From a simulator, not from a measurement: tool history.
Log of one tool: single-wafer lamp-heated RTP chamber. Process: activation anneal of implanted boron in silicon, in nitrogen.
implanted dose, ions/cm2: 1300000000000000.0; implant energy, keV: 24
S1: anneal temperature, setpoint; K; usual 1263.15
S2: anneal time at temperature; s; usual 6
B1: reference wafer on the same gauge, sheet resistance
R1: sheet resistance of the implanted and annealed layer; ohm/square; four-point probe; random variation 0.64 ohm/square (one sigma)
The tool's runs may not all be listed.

| run | hour | S1 | S2 | B1 | R1 |
|---|---|---|---|---|---|
| 1 | 0 | 1263.15 | 6 | 133.91 | 114.59 |
| 2 | 58.1 | 1276.15 | 3 | 134.18 | 108.69 |
|  | 69.7 | pyrometer window cleaned and pyrometer calibrated |
| 3 | 108.9 | 1276.15 | 3 | 134.15 | 108.31 |
| 4 | 138.9 | 1276.15 | 3 | 134.02 | 108.61 |
| 5 | 198.7 | 1254.15 | 5 | 133.96 | 123.22 |
| 6 | 268.6 | 1254.15 | 5 | 134.03 | 122.32 |
|  | 306.4 | reflector plate cleaned |
| 7 | 306.9 | 1254.15 | 5 | 134.15 | 121.21 |
|  | 322.7 | pyrometer window cleaned and pyrometer calibrated |
| 8 | 330.9 | 1263.15 | 6 | 134.1 | 113.98 |
| 9 | 392.6 | 1263.15 | 6 | 134.28 | 113.58 |
| 10 | 423.1 | 1263.15 | 6 | 134.05 | 113.11 |
| 11 | 447.5 | 1263.15 | 6 | 133.97 | 113.58 |
|  | 519.1 | gauge calibrated |
|  | 562.9 | pyrometer window cleaned and pyrometer calibrated |
| 12 | 632.5 | 1247.15 | 4 | 133.91 | 131.73 |
|  | 694.7 | reflector plate cleaned |
| 13 | 695.2 | 1263.15 | 6 | 134.02 | 113.43 |
| 14 | 758.9 | 1263.15 | 6 | 133.96 | 114.77 |

The next listed run, before its measurement:
|  | 792.6 | pyrometer window cleaned and pyrometer calibrated |
| 15 | 824.8 | 1292.15 | 10 | ? | ? |

B1: 133.88
R1: 101.67 ohm/square
Without the tool's hidden state the same run would have given R1 101.67 ohm/square.
